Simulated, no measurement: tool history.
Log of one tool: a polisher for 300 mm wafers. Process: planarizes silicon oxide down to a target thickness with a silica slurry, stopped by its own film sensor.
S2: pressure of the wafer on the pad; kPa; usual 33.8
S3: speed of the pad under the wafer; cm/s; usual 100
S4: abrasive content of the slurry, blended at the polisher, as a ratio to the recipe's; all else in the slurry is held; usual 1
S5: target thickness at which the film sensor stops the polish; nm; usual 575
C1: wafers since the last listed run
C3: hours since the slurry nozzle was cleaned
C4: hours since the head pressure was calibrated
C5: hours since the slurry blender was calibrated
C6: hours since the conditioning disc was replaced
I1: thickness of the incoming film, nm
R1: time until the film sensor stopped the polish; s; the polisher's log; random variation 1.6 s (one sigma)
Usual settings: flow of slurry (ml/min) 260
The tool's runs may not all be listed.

run 1 day=0 | flow_of_slurry_(ml/min)=260 S2=33.8 S3=100 S4=1 S5=575 | C1=0 wafers_polished_on_this_pad=468 C3=435.4 C4=492 C5=18.9 C6=182 | I1=914.4 | R1=85.2
run 2 day=1.075 | flow_of_slurry_(ml/min)=260 S2=33.8 S3=100 S4=1 S5=575 | C1=306 wafers_polished_on_this_pad=775 C3=461.2 C4=517.8 C5=44.7 C6=207.8 | I1=907.3 | R1=83.8
run 3 day=1.983 | flow_of_slurry_(ml/min)=260 S2=33.8 S3=100 S4=1 S5=575 | C1=259 wafers_polished_on_this_pad=1034 C3=483 C4=539.6 C5=66.5 C6=229.6 | I1=907.6 | R1=81.5
run 4 day=2.854 | flow_of_slurry_(ml/min)=260 S2=33.8 S3=100 S4=1 S5=575 | C1=248 wafers_polished_on_this_pad=1283 C3=503.9 C4=560.5 C5=87.4 C6=250.5 | I1=921.2 | R1=89.7
run 5 day=3.508 | flow_of_slurry_(ml/min)=260 S2=33.8 S3=100 S4=1 S5=575 | C1=186 wafers_polished_on_this_pad=1469 C3=519.6 C4=576.2 C5=103.1 C6=266.2 | I1=907.3 | R1=83.8
-- day=3.708 worn pad replaced by a new one
run 6 day=4.317 | flow_of_slurry_(ml/min)=300 S2=33.8 S3=100 S4=1 S5=575 | C1=183 wafers_polished_on_this_pad=173 C3=539 C4=595.6 C5=122.5 C6=285.6 | I1=913.8 | R1=91.3
run 7 day=5.479 | flow_of_slurry_(ml/min)=300 S2=33.8 S3=100 S4=1 S5=575 | C1=331 wafers_polished_on_this_pad=504 C3=566.9 C4=623.5 C5=150.4 C6=313.5 | I1=922.3 | R1=97.3
-- day=6.021 head pressure recalibrated
-- day=6.429 slurry blender recalibrated
run 8 day=6.45 | flow_of_slurry_(ml/min)=300 S2=33.8 S3=100 S4=1 S5=575 | C1=229 wafers_polished_on_this_pad=734 C3=590.2 C4=10.3 C5=0.5 C6=336.8 | I1=897.7 | R1=81.5
run 9 day=7.654 | flow_of_slurry_(ml/min)=260 S2=33.8 S3=100 S4=1 S5=575 | C1=343 wafers_polished_on_this_pad=1077 C3=619.1 C4=39.2 C5=29.4 C6=365.7 | I1=907.9 | R1=83.9
-- day=8.867 worn pad replaced by a new one
run 10 day=9 | flow_of_slurry_(ml/min)=260 S2=33.8 S3=100 S4=1 S5=575 | C1=336 wafers_polished_on_this_pad=38 C3=651.4 C4=71.5 C5=61.7 C6=398 | I1=922.4 | R1=92.5
run 11 day=9.746 | flow_of_slurry_(ml/min)=260 S2=33.8 S3=100 S4=1 S5=575 | C1=212 wafers_polished_on_this_pad=251 C3=669.3 C4=89.4 C5=79.6 C6=415.9 | I1=915.4 | R1=87.6
run 12 day=10.454 | flow_of_slurry_(ml/min)=260 S2=33.8 S3=100 S4=1 S5=575 | C1=202 wafers_polished_on_this_pad=453 C3=686.3 C4=106.4 C5=96.6 C6=432.9 | I1=907.8 | R1=85.5
run 13 day=11.921 | flow_of_slurry_(ml/min)=260 S2=33.8 S3=100 S4=1 S5=614 | C1=418 wafers_polished_on_this_pad=872 C3=721.5 C4=141.6 C5=131.8 C6=468.1 | I1=909.1 | R1=81.4
run 14 day=12.783 | flow_of_slurry_(ml/min)=285 S2=33.8 S3=100 S4=1.15 S5=575 | C1=246 wafers_polished_on_this_pad=1118 C3=742.2 C4=162.3 C5=152.5 C6=488.8 | I1=905.7 | R1=85.7
run 15 day=13.442 | flow_of_slurry_(ml/min)=260 S2=33.8 S3=100 S4=1 S5=575 | C1=187 wafers_polished_on_this_pad=1306 C3=758 C4=178.1 C5=168.3 C6=504.6 | I1=901.8 | R1=92.3
-- day=13.667 worn pad replaced by a new one, of another model than before
run 16 day=14.129 | flow_of_slurry_(ml/min)=185 S2=33.8 S3=100 S4=1 S5=575 | C1=148 wafers_polished_on_this_pad=132 C3=774.5 C4=194.6 C5=184.8 C6=521.1 | I1=891.7 | R1=96.9
-- day=14.271 slurry nozzle cleaned
-- day=14.433 slurry blender recalibrated
-- day=14.858 conditioning disc replaced and pad reconditioned
run 17 day=14.879 | flow_of_slurry_(ml/min)=260 S2=33.8 S3=100 S4=1 S5=575 | C1=154 wafers_polished_on_this_pad=286 C3=14.6 C4=212.6 C5=10.7 C6=0.5 | I1=915.9 | R1=86.1
run 18 day=15.717 | flow_of_slurry_(ml/min)=260 S2=40.7 S3=100 S4=1 S5=575 | C1=239 wafers_polished_on_this_pad=525 C3=34.7 C4=232.7 C5=30.8 C6=20.6 | I1=890 | R1=70.6
run 19 day=16.567 | flow_of_slurry_(ml/min)=260 S2=29.6 S3=100 S4=1 S5=575 | C1=242 wafers_polished_on_this_pad=768 C3=55.1 C4=253.1 C5=51.2 C6=41 | I1=912.1 | R1=95
run 20 day=17.962 | flow_of_slurry_(ml/min)=260 S2=33.8 S3=100 S4=0.75 S5=691 | C1=398 wafers_polished_on_this_pad=1166 C3=88.6 C4=286.6 C5=84.7 C6=74.5 | I1=905.9 | R1=68.5
run 21 day=18.592 | flow_of_slurry_(ml/min)=260 S2=33.8 S3=82 S4=0.75 S5=575 | C1=179 wafers_polished_on_this_pad=1346 C3=103.7 C4=301.7 C5=99.8 C6=89.6 | I1=908.2 | R1=107.5
run 22 day=19.112 | flow_of_slurry_(ml/min)=260 S2=33.8 S3=74 S4=1 S5=575 | C1=148 wafers_polished_on_this_pad=1494 C3=116.2 C4=314.2 C5=112.3 C6=102.1 | I1=899.4 | R1=91.5
-- day=19.408 worn pad replaced by a new one
run 23 day=20.246 | flow_of_slurry_(ml/min)=260 S2=33.8 S3=100 S4=1 S5=575 | C1=275 wafers_polished_on_this_pad=238 C3=143.4 C4=341.4 C5=139.5 C6=129.3 | I1=900.7 | R1=86.6
run 24 day=21.192 | flow_of_slurry_(ml/min)=350 S2=25.5 S3=100 S4=1 S5=575 | C1=269 wafers_polished_on_this_pad=508 C3=166.1 C4=364.1 C5=162.2 C6=152 | I1=908 | R1=112.3
run 25 day=22.679 | flow_of_slurry_(ml/min)=260 S2=33.8 S3=100 S4=0.8 S5=575 | C1=424 wafers_polished_on_this_pad=932 C3=201.8 C4=399.8 C5=197.9 C6=187.7 | I1=910.9 | R1=117
-- day=23.392 slurry blender recalibrated
run 26 day=23.596 | flow_of_slurry_(ml/min)=260 S2=33.8 S3=100 S4=1 S5=575 | C1=237 wafers_polished_on_this_pad=1170 C3=223.8 C4=421.8 C5=4.9 C6=209.7 | I1=910.3 | R1=83.9

3 ways to go on from here, each from the tool as it stands after run 26. What would each give?
run A day=23.612 | flow_of_slurry_(ml/min)=260 S2=33.8 S3=100 S4=1 S5=575 | C1=4 wafers_polished_on_this_pad=1175 C3=224.2 C4=422.2 C5=5.3 C6=210.1 | I1=900.1 | R1=?
run B day=23.612 | flow_of_slurry_(ml/min)=260 S2=40 S3=100 S4=1 S5=575 | C1=4 wafers_polished_on_this_pad=1175 C3=224.2 C4=422.2 C5=5.3 C6=210.1 | I1=900.1 | R1=?
run C day=23.612 | flow_of_slurry_(ml/min)=260 S2=33.8 S3=66 S4=1.3 S5=575 | C1=4 wafers_polished_on_this_pad=1175 C3=224.2 C4=422.2 C5=5.3 C6=210.1 | I1=900.1 | R1=?

run=A R1=81
run=B R1=71.4
run=C R1=80.9
Without the tool's hidden state the same runs would have given:
run=A R1=80.5
run=B R1=71
run=C R1=80.5
